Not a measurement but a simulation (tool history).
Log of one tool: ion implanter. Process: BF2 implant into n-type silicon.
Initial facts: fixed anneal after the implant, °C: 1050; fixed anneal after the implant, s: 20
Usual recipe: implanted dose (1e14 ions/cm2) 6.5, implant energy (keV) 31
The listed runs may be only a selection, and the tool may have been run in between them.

| run | day | implanted dose (1e14 ions/cm2) | implant energy (keV) | read-back reference wafer on the same gauge, sheet resistance | sheet resistance of the implanted and annealed layer (ohm/square) |
|---|---|---|---|---|---|
| 1 | 0 | 6.5 | 39.5 | 170.87 | 178.57 |
| 2 | 1.083 | 5.08 | 31 | 170.87 | 228.71 |
| 3 | 3.021 | 5.08 | 31 | 171.07 | 228.14 |
| 4 | 4.75 | 5.16 | 26.5 | 170.69 | 229.19 |
| 5 | 6.838 | 5.16 | 26.5 | 170.89 | 227.73 |
| 6 | 8.938 | 6.5 | 31 | 170.98 | 184.9 |
|  | 10.296 | Faraday cup replaced and dose calibrated |
| 7 | 11 | 5.6 | 23 | 170.65 | 213.42 |
| 8 | 12.412 | 5.07 | 31 | 171.2 | 226.79 |
| 9 | 13.479 | 6.5 | 31 | 171.17 | 185.1 |
| 10 | 16.133 | 7.46 | 31 | 170.98 | 163.01 |
| 11 | 17.567 | 6.5 | 31 | 171.44 | 184.13 |
| 12 | 22.029 | 7.67 | 31 | 170.9 | 160.49 |
| 13 | 23.75 | 7.67 | 31 | 170.97 | 161.34 |
| 14 | 26.571 | 7.84 | 40 | 170.91 | 151.62 |
| 15 | 29.212 | 4.85 | 22 | 171.16 | 243.15 |
|  | 30.712 | extraction supply calibrated |
| 16 | 31.567 | 7.28 | 24 | 170.72 | 173.07 |
| 17 | 33.046 | 4.74 | 39.5 | 171.26 | 234.21 |
| 18 | 34.171 | 6.5 | 31 | 170.76 | 183.43 |
| 19 | 36.083 | 8.05 | 26 | 170.79 | 157.61 |
|  | 38.054 | gauge calibrated |
| 20 | 38.533 | 6.5 | 40.5 | 170.46 | 179.61 |
| 21 | 41.462 | 4.98 | 27.5 | 171.16 | 235.12 |
| 22 | 42.975 | 5.07 | 34.5 | 171.04 | 228.04 |
| 23 | 44.071 | 6.5 | 31 | 171.04 | 184.16 |
| 24 | 46.717 | 5.99 | 37 | 170.54 | 193.38 |
| 25 | 48.033 | 5.22 | 24 | 171.05 | 227.02 |
| 26 | 49.117 | 6.5 | 31 | 171.12 | 186.26 |
| 27 | 51.175 | 6.5 | 31 | 170.83 | 183.16 |
| 28 | 53.683 | 5.8 | 35.5 | 170.85 | 202.2 |
| 29 | 56.283 | 7.32 | 39 | 170.97 | 163.03 |
| 30 | 58.658 | 6.5 | 33.5 | 170.95 | 182.67 |
| 31 | 61.588 | 6.5 | 34.5 | 170.96 | 182.66 |
| 32 | 62.896 | 6.5 | 31 | 170.75 | 184.9 |
|  | 65.871 | Faraday cup replaced and dose calibrated |
| 33 | 70.038 | 7.79 | 41 | 171.24 | 152.09 |
| 34 | 71.596 | 4.93 | 22.5 | 171.25 | 239.55 |
| 35 | 74.521 | 6.01 | 23.5 | 171.09 | 200.17 |
| 36 | 76.908 | 7.63 | 31 | 171.33 | 162.05 |
| 37 | 78.912 | 6.5 | 31 | 171.07 | 183.64 |
| 38 | 80.504 | 4.9 | 39.5 | 170.98 | 229.99 |

Hidden state, per run?
deviation of the true dose from the Faraday cup's reading, %: 0 in every run
deviation of the true energy from its setpoint, %: 0 in every run
gauge reads high (%): 0 in every run

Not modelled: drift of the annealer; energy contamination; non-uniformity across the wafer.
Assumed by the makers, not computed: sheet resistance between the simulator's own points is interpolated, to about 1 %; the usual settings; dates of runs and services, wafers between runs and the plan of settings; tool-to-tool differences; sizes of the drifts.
